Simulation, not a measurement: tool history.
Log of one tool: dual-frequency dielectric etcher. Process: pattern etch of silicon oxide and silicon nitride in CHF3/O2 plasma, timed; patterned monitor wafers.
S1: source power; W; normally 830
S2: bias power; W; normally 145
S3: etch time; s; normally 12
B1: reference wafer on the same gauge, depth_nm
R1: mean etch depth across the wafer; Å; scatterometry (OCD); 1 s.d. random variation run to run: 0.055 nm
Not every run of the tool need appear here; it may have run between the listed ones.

run,hour,S1,S2,S3,B1,R1
1,0,830,145,14.5,17,219.4
# hour 36.7: bias power generator calibrated
2,61.9,1000,145,12,16.96,193.6
3,127.3,1000,145,12,16.94,193.2
# hour 179: wet clean of the chamber
4,179.5,1000,145,12,16.89,192.4
5,199.7,830,166,10.5,16.89,164.8
6,240.9,830,166,10.5,16.87,163.8
# hour 257.7: gauge calibrated
7,293.3,830,166,10.5,17.35,168.6
8,344.7,770,120,12,17.33,166.9
9,406.6,830,145,13,17.3,199.2
10,475.3,830,145,12,17.25,183.3
11,531.5,880,133,12,17.23,181.2
12,585.8,910,145,9,17.19,141.9
# hour 661.1: upper electrode replaced
13,661.6,650,132,12,17.16,160.4
14,681.8,830,145,12,17.13,181.7
# hour 717.5: wet clean of the chamber
15,719.7,830,120,9,17.12,128.1
16,782.6,1020,114,9.5,17.08,143
17,817.6,940,168,12,17.07,199.5
18,888.1,950,120,14.5,17.03,214.7
19,929,640,145,12,17,162.1
20,963.8,830,145,12,16.98,179.6
21,1030.5,830,156,12,16.94,184.3
22,1076.5,1010,145,15,16.92,242.8
23,1104.4,730,126,12,16.9,162
24,1175.5,1000,170,15,16.87,253.9
# hour 1286.9: wet clean of the chamber
25,1288,830,145,12,16.81,178.2
26,1347.8,760,136,12,16.78,168.1
27,1385.6,660,157,13.5,16.75,187.8
28,1456.5,730,145,12,16.71,168

Forecast each of these 5 alternatives for the next run:
A,1456.9,830,145,11,?,?
B,1456.9,770,145,12,?,?
C,1456.9,900,145,12,?,?
D,1456.9,660,162,11,?,?
E,1456.9,830,170,12,?,?

run,B1,R1
A,16.7,162.3
B,16.7,172
C,16.7,182.8
D,16.7,154.5
E,16.7,187.4
With the hidden condition removed and each run's random variation left untouched, the same runs would have given:
run,R1
A,169
B,179.1
C,190.4
D,160.9
E,195.2
